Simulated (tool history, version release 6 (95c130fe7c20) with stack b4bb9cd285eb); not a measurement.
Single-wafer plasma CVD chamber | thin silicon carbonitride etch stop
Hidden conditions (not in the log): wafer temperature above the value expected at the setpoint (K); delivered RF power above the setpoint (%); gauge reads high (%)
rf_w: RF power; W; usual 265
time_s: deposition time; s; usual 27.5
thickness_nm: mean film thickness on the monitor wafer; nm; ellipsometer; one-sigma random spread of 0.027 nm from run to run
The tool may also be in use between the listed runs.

| run | day | rf_w | time_s | wafers since the last listed run | hours since the last thermocouple change | hours since the last RF generator calibration | hours since the showerhead was replaced | hours since the gauge calibration | read-back reference wafer on the same gauge, thickness_nm | thickness_nm |
|---|---|---|---|---|---|---|---|---|---|---|
| 1 | 0.000 | 265 | 27.5 | 0 | 1542.8 | 2244.5 | 2995.0 | 179.0 | 16.397 | 18.038 |
| 2 | 0.288 | 265 | 27.5 | 95 | 1549.7 | 2251.4 | 3001.9 | 185.9 | 16.402 | 18.050 |
|  | 0.400 | gauge calibrated |
| 3 | 0.938 | 265 | 23.2 | 214 | 1565.3 | 2267.0 | 3017.5 | 12.9 | 16.399 | 15.253 |
| 4 | 1.667 | 305 | 27.5 | 241 | 1582.8 | 2284.5 | 3035.0 | 30.4 | 16.397 | 18.888 |
| 5 | 2.412 | 235 | 27.5 | 246 | 1600.7 | 2302.4 | 3052.9 | 48.3 | 16.402 | 17.395 |
| 6 | 2.800 | 235 | 27.5 | 128 | 1610.0 | 2311.7 | 3062.2 | 57.6 | 16.407 | 17.375 |
| 7 | 3.367 | 265 | 27.5 | 187 | 1623.6 | 2325.3 | 3075.8 | 71.2 | 16.397 | 18.013 |
| 8 | 3.846 | 265 | 27.5 | 158 | 1635.1 | 2336.8 | 3087.3 | 82.7 | 16.405 | 18.024 |
|  | 4.612 | showerhead replaced |
| 9 | 4.633 | 295 | 27.5 | 150 | 1654.0 | 2355.7 | 0.5 | 101.6 | 16.399 | 18.730 |
| 10 | 5.012 | 295 | 27.5 | 125 | 1663.1 | 2364.8 | 9.6 | 110.7 | 16.395 | 18.671 |
| 11 | 5.433 | 265 | 27.5 | 139 | 1673.2 | 2374.9 | 19.7 | 120.8 | 16.395 | 18.063 |
| 12 | 5.817 | 265 | 27.5 | 126 | 1682.4 | 2384.1 | 28.9 | 130.0 | 16.403 | 18.047 |
| 13 | 6.508 | 265 | 27.5 | 228 | 1699.0 | 2400.7 | 45.5 | 146.6 | 16.399 | 18.044 |
|  | 7.033 | thermocouple changed; heater temperature recalibrated |
| 14 | 7.067 | 265 | 27.5 | 74 | 0.8 | 2414.1 | 58.9 | 160.0 | 16.406 | 18.066 |
| 15 | 7.508 | 315 | 27.5 | 146 | 11.4 | 2424.7 | 69.5 | 170.6 | 16.400 | 19.069 |
| 16 | 8.208 | 315 | 32.8 | 231 | 28.2 | 2441.5 | 86.3 | 187.4 | 16.395 | 22.794 |
|  | 8.488 | gauge calibrated |
| 17 | 8.567 | 280 | 22.9 | 118 | 36.8 | 2450.1 | 94.9 | 1.9 | 16.401 | 15.330 |
|  | 9.250 | RF generator calibrated |
| 18 | 9.271 | 265 | 27.5 | 122 | 53.7 | 0.5 | 111.8 | 18.8 | 16.400 | 18.060 |
| 19 | 9.754 | 265 | 27.5 | 159 | 65.3 | 12.1 | 123.4 | 30.4 | 16.405 | 18.105 |
| 20 | 10.404 | 295 | 30.9 | 214 | 80.9 | 27.7 | 139.0 | 46.0 | 16.395 | 20.995 |
| 21 | 10.983 | 240 | 31.5 | 191 | 94.8 | 41.6 | 152.9 | 59.9 | 16.395 | 20.001 |
| 22 | 11.692 | 290 | 24.1 | 234 | 111.8 | 58.6 | 169.9 | 76.9 | 16.404 | 16.239 |
| 23 | 12.217 | 305 | 32.2 | 173 | 124.4 | 71.2 | 182.5 | 89.5 | 16.397 | 22.097 |
| 24 | 12.617 | 210 | 23.8 | 132 | 134.0 | 80.8 | 192.1 | 99.1 | 16.400 | 14.463 |
| 25 | 13.212 | 285 | 24.4 | 196 | 148.3 | 95.1 | 206.4 | 113.4 | 16.400 | 16.402 |
| 26 | 13.492 | 265 | 30.7 | 92 | 155.0 | 101.8 | 213.1 | 120.1 | 16.399 | 20.194 |
| 27 | 14.021 | 235 | 31.0 | 174 | 167.7 | 114.5 | 225.8 | 132.8 | 16.397 | 19.521 |
| 28 | 14.317 | 235 | 31.0 | 97 | 174.8 | 121.6 | 232.9 | 139.9 | 16.401 | 19.619 |

4 options for the next run, each taken on its own from the tool as it stands now. Forecast them:
| A | 14.333 | 265 | 22.7 | 5 | 175.2 | 122.0 | 233.3 | 140.3 | ? | ? |
| B | 14.333 | 300 | 31.0 | 5 | 175.2 | 122.0 | 233.3 | 140.3 | ? | ? |
| C | 14.333 | 250 | 22.8 | 5 | 175.2 | 122.0 | 233.3 | 140.3 | ? | ? |
| D | 14.333 | 220 | 22.9 | 5 | 175.2 | 122.0 | 233.3 | 140.3 | ? | ? |

| run | read-back reference wafer on the same gauge, thickness_nm | thickness_nm |
|---|---|---|
| A | 16.398 | 14.932 |
| B | 16.398 | 21.222 |
| C | 16.398 | 14.718 |
| D | 16.398 | 14.179 |
Without the tool's unlogged condition, the same runs would have read:
| run | thickness_nm |
|---|---|
| A | 14.932 |
| B | 21.222 |
| C | 14.718 |
| D | 14.179 |
